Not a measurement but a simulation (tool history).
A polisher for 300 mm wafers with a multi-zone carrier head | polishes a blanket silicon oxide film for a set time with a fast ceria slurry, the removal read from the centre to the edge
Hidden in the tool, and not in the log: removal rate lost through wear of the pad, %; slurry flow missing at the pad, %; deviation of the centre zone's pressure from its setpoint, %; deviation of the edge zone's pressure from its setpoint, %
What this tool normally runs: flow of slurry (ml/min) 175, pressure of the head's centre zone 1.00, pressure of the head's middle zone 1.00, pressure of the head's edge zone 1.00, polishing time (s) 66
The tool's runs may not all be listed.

run,day,flow of slurry (ml/min),pressure of the head's centre zone,pressure of the head's middle zone,pressure of the head's edge zone,polishing time (s),wafers since the last listed run,wafers polished on this pad,hours since the slurry nozzle was cleaned,hours since the centre zone pressure was calibrated,hours since the edge zone pressure was calibrated,hours since the carrier head's membrane was replaced,"incoming thickness of the incoming film, nm",film removed at the wafer's centre (angstrom),film removed at mid-radius (angstrom),film removed at the wafer's edge (angstrom)
1,0.000,175,1.00,1.00,1.00,66,0,482,10.5,648.3,477.3,571.3,3281.9,14461,13749,13667
2,2.079,175,1.00,1.00,1.00,66,445,928,60.4,698.2,527.2,621.2,3268.2,14429,13751,13694
3,4.008,175,1.00,1.00,1.00,66,413,1341,106.7,744.5,573.5,667.5,3239.1,14727,13843,13398
# day 4.908: worn pad replaced by a new one
4,6.238,175,1.00,1.00,1.00,66,442,284,160.2,798.0,627.0,721.0,3251.9,14546,13870,13578
5,8.329,175,1.00,1.00,1.00,66,448,733,210.4,848.2,677.2,771.2,3239.2,14762,14166,13802
6,9.767,175,1.00,1.00,1.00,66,308,1041,244.9,882.7,711.7,805.7,3177.8,14764,13959,13591
7,11.433,175,1.00,1.00,1.00,66,357,1399,284.9,922.7,751.7,845.7,3222.2,14830,13822,13770
# day 12.358: worn pad replaced by a new one
8,12.629,175,1.00,1.00,1.00,66,220,57,313.6,951.4,780.4,874.4,3233.0,14664,14067,13550
9,14.525,160,0.96,1.00,1.00,66,406,464,359.1,996.9,825.9,919.9,3231.5,13963,13803,13530
# day 15.292: centre zone pressure recalibrated
# day 15.858: slurry nozzle cleaned
# day 16.308: edge zone pressure recalibrated
# day 16.838: carrier head's membrane replaced by a new one
10,19.100,175,0.93,1.09,1.00,66,891,1356,77.8,91.4,67.0,54.3,3176.2,13242,14814,13678
# day 19.712: worn pad replaced by a new one
11,20.617,175,1.00,1.00,1.09,66,289,193,114.2,127.8,103.4,90.7,3257.1,13553,14000,14330
12,23.221,175,1.00,1.00,1.00,73,558,752,176.7,190.3,165.9,153.2,3199.6,15700,15405,15249

Expected results for the next run?
13,25.638,175,1.00,1.00,1.00,66,518,1270,234.7,248.3,223.9,211.2,3289.5,?,?,?

film removed at the wafer's centre (angstrom): 13975
film removed at mid-radius (angstrom): 14007
film removed at the wafer's edge (angstrom): 13609
Had the tool carried no hidden state, the very same run would have given film removed at the wafer's centre (angstrom) 13428, film removed at mid-radius (angstrom) 14010, film removed at the wafer's edge (angstrom) 13609.
